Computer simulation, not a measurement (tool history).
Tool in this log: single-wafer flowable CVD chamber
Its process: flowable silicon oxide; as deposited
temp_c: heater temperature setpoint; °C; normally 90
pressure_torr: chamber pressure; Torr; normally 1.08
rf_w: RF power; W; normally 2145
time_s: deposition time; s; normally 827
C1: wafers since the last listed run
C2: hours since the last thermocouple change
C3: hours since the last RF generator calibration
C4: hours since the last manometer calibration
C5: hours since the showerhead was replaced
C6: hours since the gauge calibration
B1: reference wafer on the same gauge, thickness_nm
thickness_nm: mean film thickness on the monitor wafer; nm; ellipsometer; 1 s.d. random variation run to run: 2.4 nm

Run 1, hour 0.0: usual settings but rf_w 1965 W; C1 0; C2 0.5; C3 769.9; C4 71.2; C5 6464.4; C6 911.7; B1 815.586. Result: thickness_nm 925.526 nm.
Run 2, hour 81.8: usual settings but rf_w 1965 W; C1 203; C2 82.3; C3 851.7; C4 153.0; C5 6546.2; C6 993.5; B1 815.393. Result: thickness_nm 926.994 nm.
At hour 111.6: RF generator calibrated.
Run 3, hour 183.5: usual settings but temp_c 101 °C; C1 232; C2 184.0; C3 71.9; C4 254.7; C5 6647.9; C6 1095.2; B1 814.996. Result: thickness_nm 613.219 nm.
Run 4, hour 278.8: usual settings; C1 236; C2 279.3; C3 167.2; C4 350.0; C5 6743.2; C6 1190.5; B1 815.054. Result: thickness_nm 938.303 nm.
Run 5, hour 328.6: usual settings; C1 123; C2 329.1; C3 217.0; C4 399.8; C5 6793.0; C6 1240.3; B1 815.392. Result: thickness_nm 937.268 nm.
Run 6, hour 434.6: usual settings; C1 263; C2 435.1; C3 323.0; C4 505.8; C5 6899.0; C6 1346.3; B1 814.566. Result: thickness_nm 937.119 nm.
Run 7, hour 505.0: usual settings; C1 174; C2 505.5; C3 393.4; C4 576.2; C5 6969.4; C6 1416.7; B1 814.927. Result: thickness_nm 935.952 nm.
Run 8, hour 577.9: usual settings but time_s 681 s; C1 181; C2 578.4; C3 466.3; C4 649.1; C5 7042.3; C6 1489.6; B1 815.240. Result: thickness_nm 770.275 nm.
Run 9, hour 619.8: usual settings but pressure_torr 0.83 Torr, time_s 980 s; C1 104; C2 620.3; C3 508.2; C4 691.0; C5 7084.2; C6 1531.5; B1 814.963. Result: thickness_nm 834.777 nm.
Run 10, hour 722.1: usual settings but rf_w 2325 W, time_s 737 s; C1 254; C2 722.6; C3 610.5; C4 793.3; C5 7186.5; C6 1633.8; B1 815.488. Result: thickness_nm 839.814 nm.
At hour 795.3: gauge calibrated.
At hour 811.6: showerhead replaced.
Run 11, hour 812.1: usual settings but temp_c 99 °C, rf_w 1995 W, time_s 710 s; C1 203; C2 812.6; C3 700.5; C4 883.3; C5 0.5; C6 16.8; B1 814.744. Result: thickness_nm 566.540 nm.
At hour 853.3: RF generator calibrated.
Run 12, hour 853.8: usual settings but rf_w 1885 W, time_s 949 s; C1 83; C2 854.3; C3 0.5; C4 925.0; C5 42.2; C6 58.5; B1 815.008. Result: thickness_nm 1052.275 nm.
Run 13, hour 916.0: usual settings but temp_c 83 °C, pressure_torr 0.92 Torr, rf_w 2485 W; C1 154; C2 916.5; C3 62.7; C4 987.2; C5 104.4; C6 120.7; B1 815.244. Result: thickness_nm 1020.113 nm.
Run 14, hour 995.2: usual settings but temp_c 102 °C, pressure_torr 0.89 Torr, rf_w 1800 W, time_s 749 s; C1 196; C2 995.7; C3 141.9; C4 1066.4; C5 183.6; C6 199.9; B1 815.469. Result: thickness_nm 424.911 nm.
At hour 1066.1: capacitance manometer re-zeroed and calibrated.
Run 15, hour 1125.3: usual settings but pressure_torr 0.82 Torr, time_s 669 s; C1 303; C2 1125.8; C3 272.0; C4 59.2; C5 313.7; C6 330.0; B1 814.867. Result: thickness_nm 564.113 nm.
Run 16, hour 1165.1: usual settings but temp_c 98 °C; C1 98; C2 1165.6; C3 311.8; C4 99.0; C5 353.5; C6 369.8; B1 815.288. Result: thickness_nm 688.441 nm.
Run 17, hour 1253.6: usual settings; C1 219; C2 1254.1; C3 400.3; C4 187.5; C5 442.0; C6 458.3; B1 815.315. Result: thickness_nm 934.737 nm.
Run 18, hour 1338.0: usual settings but temp_c 76 °C, time_s 682 s; C1 209; C2 1338.5; C3 484.7; C4 271.9; C5 526.4; C6 542.7; B1 815.143. Result: thickness_nm 1207.307 nm.
Run 19, hour 1442.1: usual settings but rf_w 1915 W; C1 258; C2 1442.6; C3 588.8; C4 376.0; C5 630.5; C6 646.8; B1 814.830. Result: thickness_nm 921.300 nm.
Run 20, hour 1493.7: usual settings; C1 128; C2 1494.2; C3 640.4; C4 427.6; C5 682.1; C6 698.4; B1 815.120. Result: thickness_nm 936.579 nm.
Run 21, hour 1546.9: usual settings but time_s 871 s; C1 132; C2 1547.4; C3 693.6; C4 480.8; C5 735.3; C6 751.6; B1 814.708. Result: thickness_nm 986.973 nm.
Run 22, hour 1612.3: usual settings but pressure_torr 0.89 Torr, time_s 888 s; C1 162; C2 1612.8; C3 759.0; C4 546.2; C5 800.7; C6 817.0; B1 814.842. Result: thickness_nm 814.532 nm.
Run 23, hour 1661.7: usual settings; C1 122; C2 1662.2; C3 808.4; C4 595.6; C5 850.1; C6 866.4; B1 814.892. Result: thickness_nm 929.294 nm.
At hour 1736.9: RF generator calibrated.
Run 24, hour 1761.6: usual settings but temp_c 101 °C, pressure_torr 0.98 Torr, time_s 969 s; C1 228; C2 1762.1; C3 24.7; C4 695.5; C5 950.0; C6 966.3; B1 815.028. Result: thickness_nm 654.770 nm.
Run 25, hour 1807.2: usual settings but pressure_torr 1.32 Torr, rf_w 1835 W, time_s 687 s; C1 113; C2 1807.7; C3 70.3; C4 741.1; C5 995.6; C6 1011.9; B1 815.182. Result: thickness_nm 928.791 nm.
Run 26, hour 1933.9: usual settings; C1 314; C2 1934.4; C3 197.0; C4 867.8; C5 1122.3; C6 1138.6; B1 815.625. Result: thickness_nm 935.623 nm.
Run 27, hour 2022.8: usual settings but pressure_torr 0.83 Torr, time_s 980 s; C1 220; C2 2023.3; C3 285.9; C4 956.7; C5 1211.2; C6 1227.5; B1 814.998. Result: thickness_nm 838.601 nm.

Below are 5 alternative next runs, each starting from the tool's condition after run 27. Predict each:
Run A, hour 2023.4: usual settings; C1 1; C2 2023.9; C3 286.5; C4 957.3; C5 1211.8; C6 1228.1; B1 ?. Result: thickness_nm ?.
Run B, hour 2023.4: usual settings but pressure_torr 0.94 Torr; C1 1; C2 2023.9; C3 286.5; C4 957.3; C5 1211.8; C6 1228.1; B1 ?. Result: thickness_nm ?.
Run C, hour 2023.4: usual settings but pressure_torr 1.26 Torr; C1 1; C2 2023.9; C3 286.5; C4 957.3; C5 1211.8; C6 1228.1; B1 ?. Result: thickness_nm ?.
Run D, hour 2023.4: usual settings but temp_c 95 °C, pressure_torr 0.92 Torr, rf_w 1815 W, time_s 721 s; C1 1; C2 2023.9; C3 286.5; C4 957.3; C5 1211.8; C6 1228.1; B1 ?. Result: thickness_nm ?.
Run E, hour 2023.4: usual settings but time_s 963 s; C1 1; C2 2023.9; C3 286.5; C4 957.3; C5 1211.8; C6 1228.1; B1 ?. Result: thickness_nm ?.

run       B1  thickness_nm
  A  814.910       933.899
  B  814.910       806.402
  C  814.910      1090.836
  D  814.910       552.763
  E  814.910      1087.478
Without the tool's hidden state the same runs would have given:
run  thickness_nm
  A       933.899
  B       806.402
  C      1090.836
  D       552.763
  E      1087.478
